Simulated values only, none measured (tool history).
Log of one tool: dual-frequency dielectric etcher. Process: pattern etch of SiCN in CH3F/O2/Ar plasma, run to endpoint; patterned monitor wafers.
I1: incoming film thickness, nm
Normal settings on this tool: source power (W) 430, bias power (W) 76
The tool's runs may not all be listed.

{"run": 1, "hour": 0.0, "source power (W)": 430, "bias power (W)": 76, "I1": 13.74, "endpoint time (s)": 34.8}
{"run": 2, "hour": 47.0, "source power (W)": 430, "bias power (W)": 76, "I1": 13.59, "endpoint time (s)": 34.2}
{"run": 3, "hour": 71.7, "source power (W)": 490, "bias power (W)": 76, "I1": 13.69, "endpoint time (s)": 33.3}
{"run": 4, "hour": 97.9, "source power (W)": 430, "bias power (W)": 76, "I1": 13.69, "endpoint time (s)": 35.0}
{"run": 5, "hour": 132.0, "source power (W)": 430, "bias power (W)": 76, "I1": 13.7, "endpoint time (s)": 34.5}
{"run": 6, "hour": 163.5, "source power (W)": 430, "bias power (W)": 76, "I1": 13.62, "endpoint time (s)": 34.6}
{"run": 7, "hour": 193.0, "source power (W)": 430, "bias power (W)": 76, "I1": 13.63, "endpoint time (s)": 34.7}
{"hour": 219.1, "done": "wet clean of the chamber"}
{"run": 8, "hour": 219.6, "source power (W)": 430, "bias power (W)": 76, "I1": 13.52, "endpoint time (s)": 38.0}
{"run": 9, "hour": 244.3, "source power (W)": 430, "bias power (W)": 76, "I1": 13.63, "endpoint time (s)": 38.8}
{"run": 10, "hour": 269.4, "source power (W)": 430, "bias power (W)": 76, "I1": 13.64, "endpoint time (s)": 38.3}
{"hour": 330.4, "done": "wet clean of the chamber, repeated, since the last time left the tool worse"}
{"run": 11, "hour": 344.2, "source power (W)": 430, "bias power (W)": 76, "I1": 13.72, "endpoint time (s)": 35.6}
{"run": 12, "hour": 365.5, "source power (W)": 430, "bias power (W)": 76, "I1": 13.64, "endpoint time (s)": 35.3}
{"hour": 390.1, "done": "bias power generator calibrated"}
{"hour": 404.4, "done": "upper electrode replaced"}
{"run": 13, "hour": 404.9, "source power (W)": 430, "bias power (W)": 76, "I1": 13.69, "endpoint time (s)": 35.1}
{"run": 14, "hour": 405.2, "source power (W)": 430, "bias power (W)": 76, "I1": 13.5, "endpoint time (s)": 34.9}
{"run": 15, "hour": 425.1, "source power (W)": 430, "bias power (W)": 76, "I1": 13.67, "endpoint time (s)": 35.3}
{"run": 16, "hour": 460.8, "source power (W)": 430, "bias power (W)": 83, "I1": 13.69, "endpoint time (s)": 34.5}
{"run": 17, "hour": 482.8, "source power (W)": 350, "bias power (W)": 76, "I1": 13.91, "endpoint time (s)": 37.7}
{"run": 18, "hour": 505.9, "source power (W)": 360, "bias power (W)": 82, "I1": 13.82, "endpoint time (s)": 36.3}
{"run": 19, "hour": 528.0, "source power (W)": 350, "bias power (W)": 81, "I1": 13.81, "endpoint time (s)": 36.5}
{"run": 20, "hour": 545.7, "source power (W)": 380, "bias power (W)": 58, "I1": 13.67, "endpoint time (s)": 39.2}
{"run": 21, "hour": 576.3, "source power (W)": 500, "bias power (W)": 70, "I1": 13.7, "endpoint time (s)": 34.5}
{"hour": 591.8, "done": "source power generator calibrated"}
{"run": 22, "hour": 594.0, "source power (W)": 370, "bias power (W)": 66, "I1": 13.76, "endpoint time (s)": 37.8}
{"run": 23, "hour": 628.6, "source power (W)": 430, "bias power (W)": 76, "I1": 13.68, "endpoint time (s)": 34.6}
{"run": 24, "hour": 663.2, "source power (W)": 430, "bias power (W)": 76, "I1": 13.74, "endpoint time (s)": 34.4}
{"run": 25, "hour": 675.6, "source power (W)": 540, "bias power (W)": 85, "I1": 13.79, "endpoint time (s)": 31.5}
{"run": 26, "hour": 691.2, "source power (W)": 430, "bias power (W)": 83, "I1": 13.64, "endpoint time (s)": 33.4}
{"run": 27, "hour": 706.0, "source power (W)": 360, "bias power (W)": 92, "I1": 13.63, "endpoint time (s)": 33.4}
{"hour": 747.3, "done": "wet clean of the chamber"}
{"run": 28, "hour": 747.8, "source power (W)": 330, "bias power (W)": 91, "I1": 13.61, "endpoint time (s)": 35.5}
{"run": 29, "hour": 748.4, "source power (W)": 430, "bias power (W)": 76, "I1": 13.83, "endpoint time (s)": 36.0}
{"run": 30, "hour": 781.0, "source power (W)": 490, "bias power (W)": 90, "I1": 13.7, "endpoint time (s)": 32.7}
{"run": 31, "hour": 811.4, "source power (W)": 430, "bias power (W)": 76, "I1": 13.72, "endpoint time (s)": 35.6}
{"run": 32, "hour": 837.4, "source power (W)": 430, "bias power (W)": 62, "I1": 13.81, "endpoint time (s)": 37.9}

Subtracting, for every run, the result it would have given without the tool's unlogged condition from the measured result gives the following. The same run-to-run variation enters both numbers; the gauge's scatter may not:
What the log doesn't record here: etch rate over this chamber's usual, %; source power that arrives over what is set, %; bias power that arrives over what is set, %.
run=1 endpoint_time_(s)=-0.8
run=2 endpoint_time_(s)=-1.0
run=3 endpoint_time_(s)=-1.0
run=4 endpoint_time_(s)=-1.2
run=5 endpoint_time_(s)=-1.2
run=6 endpoint_time_(s)=-1.3
run=7 endpoint_time_(s)=-1.3
run=8 endpoint_time_(s)=+2.7
run=9 endpoint_time_(s)=+2.6
run=10 endpoint_time_(s)=+2.5
run=11 endpoint_time_(s)=-0.3
run=12 endpoint_time_(s)=-0.3
run=13 endpoint_time_(s)=-0.5
run=14 endpoint_time_(s)=-0.5
run=15 endpoint_time_(s)=-0.5
run=16 endpoint_time_(s)=-0.6
run=17 endpoint_time_(s)=-0.7
run=18 endpoint_time_(s)=-0.8
run=19 endpoint_time_(s)=-0.9
run=20 endpoint_time_(s)=-1.0
run=21 endpoint_time_(s)=-0.9
run=22 endpoint_time_(s)=-1.0
run=23 endpoint_time_(s)=-1.1
run=24 endpoint_time_(s)=-1.1
run=25 endpoint_time_(s)=-1.1
run=26 endpoint_time_(s)=-1.2
run=27 endpoint_time_(s)=-1.2
run=28 endpoint_time_(s)=-0.1
run=29 endpoint_time_(s)=+0.0
run=30 endpoint_time_(s)=-0.2
run=31 endpoint_time_(s)=-0.2
run=32 endpoint_time_(s)=-0.3
